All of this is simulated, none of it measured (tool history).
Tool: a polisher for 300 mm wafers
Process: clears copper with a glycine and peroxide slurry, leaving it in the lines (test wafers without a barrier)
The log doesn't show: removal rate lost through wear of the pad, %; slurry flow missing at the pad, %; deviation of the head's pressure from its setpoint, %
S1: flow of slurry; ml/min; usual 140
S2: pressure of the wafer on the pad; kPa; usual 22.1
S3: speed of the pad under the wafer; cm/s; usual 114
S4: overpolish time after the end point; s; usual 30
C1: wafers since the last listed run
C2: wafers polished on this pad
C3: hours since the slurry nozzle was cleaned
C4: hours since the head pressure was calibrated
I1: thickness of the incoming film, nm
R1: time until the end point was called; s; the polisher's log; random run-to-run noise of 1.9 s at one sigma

{"run": 1, "hour": 0.0, "S1": 140, "S2": 22.1, "S3": 114, "S4": 16, "C1": 0, "C2": 520, "C3": 50.5, "C4": 229.4, "I1": 771.2, "R1": 99.9}
{"run": 2, "hour": 56.2, "S1": 140, "S2": 22.1, "S3": 114, "S4": 30, "C1": 349, "C2": 870, "C3": 106.7, "C4": 285.6, "I1": 775.4, "R1": 101}
{"run": 3, "hour": 118.0, "S1": 140, "S2": 22.1, "S3": 114, "S4": 30, "C1": 384, "C2": 1255, "C3": 168.5, "C4": 347.4, "I1": 764.7, "R1": 97.4}
{"hour": 168.6, "done": "head pressure recalibrated"}
{"run": 4, "hour": 179.5, "S1": 140, "S2": 22.1, "S3": 114, "S4": 30, "C1": 370, "C2": 1625, "C3": 230, "C4": 10.9, "I1": 775.7, "R1": 102.6}
{"run": 5, "hour": 259.3, "S1": 140, "S2": 22.1, "S3": 114, "S4": 30, "C1": 496, "C2": 2122, "C3": 309.8, "C4": 90.7, "I1": 777.2, "R1": 101.4}
{"hour": 272.9, "done": "worn pad replaced by a new one"}
{"run": 6, "hour": 334.8, "S1": 140, "S2": 22.1, "S3": 114, "S4": 30, "C1": 445, "C2": 385, "C3": 385.3, "C4": 166.2, "I1": 766.2, "R1": 99.9}
{"hour": 340.3, "done": "slurry nozzle cleaned"}
{"run": 7, "hour": 409.3, "S1": 140, "S2": 22.1, "S3": 114, "S4": 30, "C1": 457, "C2": 842, "C3": 69, "C4": 240.7, "I1": 776.3, "R1": 104.5}
{"run": 8, "hour": 450.6, "S1": 140, "S2": 22.1, "S3": 114, "S4": 30, "C1": 257, "C2": 1099, "C3": 110.3, "C4": 282, "I1": 782.5, "R1": 104.9}
{"run": 9, "hour": 501.2, "S1": 140, "S2": 22.1, "S3": 114, "S4": 30, "C1": 315, "C2": 1414, "C3": 160.9, "C4": 332.6, "I1": 771.7, "R1": 101.5}
{"run": 10, "hour": 585.1, "S1": 140, "S2": 22.1, "S3": 114, "S4": 18, "C1": 522, "C2": 1937, "C3": 244.8, "C4": 416.5, "I1": 778.3, "R1": 103.5}
{"hour": 621.2, "done": "head pressure recalibrated"}
{"hour": 632.4, "done": "worn pad replaced by a new one"}
{"run": 11, "hour": 683.0, "S1": 140, "S2": 22.1, "S3": 114, "S4": 30, "C1": 572, "C2": 314, "C3": 342.7, "C4": 61.8, "I1": 772.8, "R1": 101.4}
{"run": 12, "hour": 784.0, "S1": 140, "S2": 22.1, "S3": 114, "S4": 30, "C1": 628, "C2": 943, "C3": 443.7, "C4": 162.8, "I1": 766.1, "R1": 96.9}
{"hour": 786.5, "done": "slurry nozzle cleaned"}
{"run": 13, "hour": 874.9, "S1": 125, "S2": 25.5, "S3": 92, "S4": 30, "C1": 559, "C2": 1503, "C3": 88.4, "C4": 253.7, "I1": 775.3, "R1": 107.7}
{"run": 14, "hour": 979.8, "S1": 140, "S2": 22.1, "S3": 114, "S4": 30, "C1": 653, "C2": 2156, "C3": 193.3, "C4": 358.6, "I1": 777.1, "R1": 100}
{"run": 15, "hour": 1021.1, "S1": 140, "S2": 22.1, "S3": 114, "S4": 30, "C1": 257, "C2": 2413, "C3": 234.6, "C4": 399.9, "I1": 775, "R1": 100}
{"hour": 1053.4, "done": "worn pad replaced by a new one"}
{"run": 16, "hour": 1066.3, "S1": 165, "S2": 17.2, "S3": 114, "S4": 30, "C1": 256, "C2": 80, "C3": 279.8, "C4": 445.1, "I1": 779.5, "R1": 121}
{"hour": 1094.7, "done": "head pressure recalibrated"}
{"hour": 1214.9, "done": "slurry nozzle cleaned"}
{"run": 17, "hour": 1366.2, "S1": 140, "S2": 22.1, "S3": 142, "S4": 30, "C1": 1848, "C2": 1928, "C3": 151.3, "C4": 271.5, "I1": 770.6, "R1": 85.9}
{"run": 18, "hour": 1412.9, "S1": 140, "S2": 22.1, "S3": 114, "S4": 44, "C1": 290, "C2": 2219, "C3": 198, "C4": 318.2, "I1": 784, "R1": 99.1}
{"hour": 1449.7, "done": "worn pad replaced by a new one"}
{"hour": 1478.3, "done": "head pressure recalibrated"}
{"run": 19, "hour": 1511.3, "S1": 140, "S2": 15.9, "S3": 114, "S4": 30, "C1": 575, "C2": 371, "C3": 296.4, "C4": 33, "I1": 789.2, "R1": 139.5}
{"hour": 1637.9, "done": "slurry nozzle cleaned"}
{"run": 20, "hour": 1726.4, "S1": 140, "S2": 25.5, "S3": 102, "S4": 24, "C1": 1332, "C2": 1703, "C3": 88.5, "C4": 248.1, "I1": 774.4, "R1": 97.3}
{"run": 21, "hour": 1797.1, "S1": 110, "S2": 22.1, "S3": 114, "S4": 30, "C1": 440, "C2": 2144, "C3": 159.2, "C4": 318.8, "I1": 769.3, "R1": 107}
{"hour": 1833.4, "done": "worn pad replaced by a new one"}
{"run": 22, "hour": 1884.9, "S1": 140, "S2": 22.1, "S3": 114, "S4": 30, "C1": 521, "C2": 320, "C3": 247, "C4": 406.6, "I1": 783.3, "R1": 99.6}
{"hour": 1930.1, "done": "head pressure recalibrated"}
{"run": 23, "hour": 1990.3, "S1": 140, "S2": 22.1, "S3": 100, "S4": 13, "C1": 643, "C2": 964, "C3": 352.4, "C4": 60.2, "I1": 792.4, "R1": 115.2}
{"hour": 2000.2, "done": "slurry nozzle cleaned"}
{"run": 24, "hour": 2059.2, "S1": 105, "S2": 24.1, "S3": 114, "S4": 30, "C1": 422, "C2": 1386, "C3": 59, "C4": 129.1, "I1": 771.6, "R1": 98.2}

Take each entry between the runs: how does the hidden state at the last listed run before it differ from the hidden state at the first listed run after it?
In the gap between runs 3 and 4: head pressure recalibrated (hour 168.6)
  both runs share identical hidden conditions
In the gap between runs 5 and 6: worn pad replaced by a new one (hour 272.9)
  both runs share identical hidden conditions
In the gap between runs 6 and 7: slurry nozzle cleaned (hour 340.3)
  both runs share identical hidden conditions
In the gap between runs 10 and 11: head pressure recalibrated (hour 621.2); worn pad replaced by a new one (hour 632.4)
  both runs share identical hidden conditions
In the gap between runs 12 and 13: slurry nozzle cleaned (hour 786.5)
  both runs share identical hidden conditions
In the gap between runs 15 and 16: worn pad replaced by a new one (hour 1053.4)
  both runs share identical hidden conditions
In the gap between runs 16 and 17: head pressure recalibrated (hour 1094.7); slurry nozzle cleaned (hour 1214.9)
  both runs share identical hidden conditions
In the gap between runs 18 and 19: worn pad replaced by a new one (hour 1449.7); head pressure recalibrated (hour 1478.3)
  both runs share identical hidden conditions
In the gap between runs 19 and 20: slurry nozzle cleaned (hour 1637.9)
  both runs share identical hidden conditions
In the gap between runs 21 and 22: worn pad replaced by a new one (hour 1833.4)
  both runs share identical hidden conditions
In the gap between runs 22 and 23: head pressure recalibrated (hour 1930.1)
  both runs share identical hidden conditions
In the gap between runs 23 and 24: slurry nozzle cleaned (hour 2000.2)
  both runs share identical hidden conditions
